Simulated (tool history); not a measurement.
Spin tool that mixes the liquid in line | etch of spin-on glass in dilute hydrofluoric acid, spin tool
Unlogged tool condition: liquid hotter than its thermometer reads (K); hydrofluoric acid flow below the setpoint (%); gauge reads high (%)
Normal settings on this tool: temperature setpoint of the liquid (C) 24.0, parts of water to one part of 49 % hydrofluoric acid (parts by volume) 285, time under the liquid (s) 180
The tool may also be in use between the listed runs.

run   hour  temperature setpoint of the liquid (C)  parts of water to one part of 49 % hydrofluoric acid (parts by volume)  time under the liquid (s)  wafers since the last listed run  hours since the thermometer was replaced  hours since the hydrofluoric acid flow meter was replaced  hours since the gauge calibration  read-back film thickness of the spin-on glass reference wafer, read on the same gauge (nm)  thickness taken off the spin-on glass on a monitor wafer (nm)
  1    0.0                                    24.0                                                                     350                        180                                 0                                     775.5                                                      726.7                               52.6                                                                                       70.02                                                          12.73
  2   11.6                                    24.0                                                                     350                        180                                48                                     787.1                                                      738.3                               64.2                                                                                       70.01                                                          12.77
  3   26.6                                    24.0                                                                     285                        180                                62                                     802.1                                                      753.3                               79.2                                                                                       69.96                                                          16.85
  4   36.2                                    24.0                                                                     285                        180                                39                                     811.7                                                      762.9                               88.8                                                                                       70.00                                                          16.75
  5   45.8                                    24.0                                                                     285                        180                                39                                     821.3                                                      772.5                               98.4                                                                                       69.97                                                          16.82
  6   61.4                                    24.0                                                                     285                        180                                64                                     836.9                                                      788.1                              114.0                                                                                       69.98                                                          16.74
  7   77.2                                    24.0                                                                     285                        180                                65                                     852.7                                                      803.9                              129.8                                                                                       69.99                                                          16.80
  8   86.5                                    24.0                                                                     285                        180                                38                                     862.0                                                      813.2                              139.1                                                                                       69.98                                                          16.78
  9  103.5                                    27.0                                                                     285                        110                                70                                     879.0                                                      830.2                              156.1                                                                                       70.00                                                          11.44
 10  113.3                                    27.0                                                                     285                        110                                40                                     888.8                                                      840.0                              165.9                                                                                       70.01                                                          11.42
 11  131.2                                    24.0                                                                     285                        180                                74                                     906.7                                                      857.9                              183.8                                                                                       70.02                                                          16.88
 12  140.3                                    24.0                                                                     285                        260                                37                                     915.8                                                      867.0                              192.9                                                                                       69.98                                                          24.35
     154.0  -- thermometer replaced
 13  154.5                                    21.5                                                                     195                        230                                54                                       0.5                                                      881.2                              207.1                                                                                       70.01                                                          30.05
 14  164.6                                    24.0                                                                     285                        180                                41                                      10.6                                                      891.3                              217.2                                                                                       69.99                                                          16.00
 15  175.3                                    24.0                                                                     285                        180                                44                                      21.3                                                      902.0                              227.9                                                                                       70.04                                                          16.05
 16  182.0                                    24.0                                                                     340                        180                                27                                      28.0                                                      908.7                              234.6                                                                                       69.99                                                          12.77
     187.3  -- gauge calibrated
     209.4  -- hydrofluoric acid flow meter replaced
 17  219.0                                    24.0                                                                     285                        180                               149                                      65.0                                                        9.6                               31.7                                                                                       70.05                                                          16.18
 18  229.7                                    24.0                                                                     325                        180                                44                                      75.7                                                       20.3                               42.4                                                                                       70.01                                                          13.54

Run 19 is up next; what results do you expect?
 19  242.9                                    19.0                                                                     285                        125                                54                                      88.9                                                       33.5                               55.6                                                                                           ?                                                              ?

read-back film thickness of the spin-on glass reference wafer, read on the same gauge (nm): 70.00
thickness taken off the spin-on glass on a monitor wafer (nm): 9.35
The same run, on a tool lacking any hidden state, would have yielded thickness taken off the spin-on glass on a monitor wafer (nm) 9.14.

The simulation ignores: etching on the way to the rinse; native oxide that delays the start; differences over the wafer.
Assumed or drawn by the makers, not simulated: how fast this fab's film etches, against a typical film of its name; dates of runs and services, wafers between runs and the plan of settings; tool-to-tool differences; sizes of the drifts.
